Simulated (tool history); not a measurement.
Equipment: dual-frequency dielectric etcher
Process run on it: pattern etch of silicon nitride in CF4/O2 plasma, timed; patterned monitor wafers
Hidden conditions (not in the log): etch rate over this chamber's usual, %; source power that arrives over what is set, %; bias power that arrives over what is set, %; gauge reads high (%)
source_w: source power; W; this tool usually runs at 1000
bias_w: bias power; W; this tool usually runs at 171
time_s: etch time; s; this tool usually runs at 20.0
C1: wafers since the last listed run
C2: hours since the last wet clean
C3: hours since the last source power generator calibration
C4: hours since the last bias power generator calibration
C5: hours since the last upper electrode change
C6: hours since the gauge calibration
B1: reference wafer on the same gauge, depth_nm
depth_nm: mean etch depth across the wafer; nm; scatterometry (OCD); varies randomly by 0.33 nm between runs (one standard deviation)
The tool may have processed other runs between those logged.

{"run": 1, "day": 0.0, "source_w": 1000, "bias_w": 171, "time_s": 20.0, "C1": 0, "C2": 311.4, "C3": 3853.2, "C4": 1661.8, "C5": 2439.0, "C6": 359.3, "B1": 62.7, "depth_nm": 69.2}
{"run": 2, "day": 1.338, "source_w": 1000, "bias_w": 171, "time_s": 20.0, "C1": 294, "C2": 343.5, "C3": 3885.3, "C4": 1693.9, "C5": 2471.1, "C6": 391.4, "B1": 62.8, "depth_nm": 69.3}
{"run": 3, "day": 2.667, "source_w": 1000, "bias_w": 171, "time_s": 20.0, "C1": 292, "C2": 375.4, "C3": 3917.2, "C4": 1725.8, "C5": 2503.0, "C6": 423.3, "B1": 62.9, "depth_nm": 68.8}
{"run": 4, "day": 3.712, "source_w": 1000, "bias_w": 200, "time_s": 20.0, "C1": 230, "C2": 400.5, "C3": 3942.3, "C4": 1750.9, "C5": 2528.1, "C6": 448.4, "B1": 62.7, "depth_nm": 73.7}
{"run": 5, "day": 5.129, "source_w": 1000, "bias_w": 200, "time_s": 20.0, "C1": 312, "C2": 434.5, "C3": 3976.3, "C4": 1784.9, "C5": 2562.1, "C6": 482.4, "B1": 62.8, "depth_nm": 73.8}
{"run": 6, "day": 7.646, "source_w": 1000, "bias_w": 171, "time_s": 16.0, "C1": 554, "C2": 494.9, "C3": 4036.7, "C4": 1845.3, "C5": 2622.5, "C6": 542.8, "B1": 62.7, "depth_nm": 55.5}
{"run": 7, "day": 8.971, "source_w": 1000, "bias_w": 171, "time_s": 16.0, "C1": 291, "C2": 526.7, "C3": 4068.5, "C4": 1877.1, "C5": 2654.3, "C6": 574.6, "B1": 62.8, "depth_nm": 55.6}
{"run": 8, "day": 9.625, "source_w": 1000, "bias_w": 171, "time_s": 20.0, "C1": 144, "C2": 542.4, "C3": 4084.2, "C4": 1892.8, "C5": 2670.0, "C6": 590.3, "B1": 62.7, "depth_nm": 69.5}
{"run": 9, "day": 10.396, "source_w": 1000, "bias_w": 171, "time_s": 20.0, "C1": 169, "C2": 560.9, "C3": 4102.7, "C4": 1911.3, "C5": 2688.5, "C6": 608.8, "B1": 62.9, "depth_nm": 69.4}
{"run": 10, "day": 11.279, "source_w": 1000, "bias_w": 171, "time_s": 20.0, "C1": 194, "C2": 582.1, "C3": 4123.9, "C4": 1932.5, "C5": 2709.7, "C6": 630.0, "B1": 62.8, "depth_nm": 69.5}
{"day": 13.233, "done": "wet clean of the chamber"}
{"run": 11, "day": 13.45, "source_w": 1000, "bias_w": 171, "time_s": 20.0, "C1": 257, "C2": 5.2, "C3": 4176.0, "C4": 1984.6, "C5": 2761.8, "C6": 682.1, "B1": 62.9, "depth_nm": 69.5}
{"run": 12, "day": 14.117, "source_w": 1000, "bias_w": 171, "time_s": 20.0, "C1": 146, "C2": 21.2, "C3": 4192.0, "C4": 2000.6, "C5": 2777.8, "C6": 698.1, "B1": 62.8, "depth_nm": 68.7}
{"day": 14.371, "done": "bias power generator calibrated"}
{"run": 13, "day": 14.85, "source_w": 790, "bias_w": 146, "time_s": 20.0, "C1": 124, "C2": 38.8, "C3": 4209.6, "C4": 11.5, "C5": 2795.4, "C6": 715.7, "B1": 62.8, "depth_nm": 54.9}
{"day": 15.958, "done": "source power generator calibrated"}
{"run": 14, "day": 16.308, "source_w": 910, "bias_w": 159, "time_s": 24.0, "C1": 284, "C2": 73.8, "C3": 8.4, "C4": 46.5, "C5": 2830.4, "C6": 750.7, "B1": 62.8, "depth_nm": 75.3}
{"day": 17.621, "done": "gauge calibrated"}
{"day": 18.033, "done": "upper electrode replaced"}
{"run": 15, "day": 18.054, "source_w": 1000, "bias_w": 151, "time_s": 23.5, "C1": 164, "C2": 115.7, "C3": 50.3, "C4": 88.4, "C5": 0.5, "C6": 10.4, "B1": 62.9, "depth_nm": 77.5}
{"run": 16, "day": 18.421, "source_w": 1000, "bias_w": 151, "time_s": 15.5, "C1": 80, "C2": 124.5, "C3": 59.1, "C4": 97.2, "C5": 9.3, "C6": 19.2, "B1": 62.8, "depth_nm": 51.1}
{"run": 17, "day": 19.192, "source_w": 1000, "bias_w": 194, "time_s": 18.5, "C1": 169, "C2": 143.0, "C3": 77.6, "C4": 115.7, "C5": 27.8, "C6": 37.7, "B1": 62.8, "depth_nm": 67.6}

The next listed run, before its measurement:
{"run": 18, "day": 20.371, "source_w": 1170, "bias_w": 192, "time_s": 16.0, "C1": 259, "C2": 171.3, "C3": 105.9, "C4": 144.0, "C5": 56.1, "C6": 66.0, "B1": "?", "depth_nm": "?"}

Run 18 gave B1 62.8, depth_nm 65.4 nm.
If the tool had no hidden condition, the same run with the same run-to-run variation would have returned depth_nm 65.4 nm.
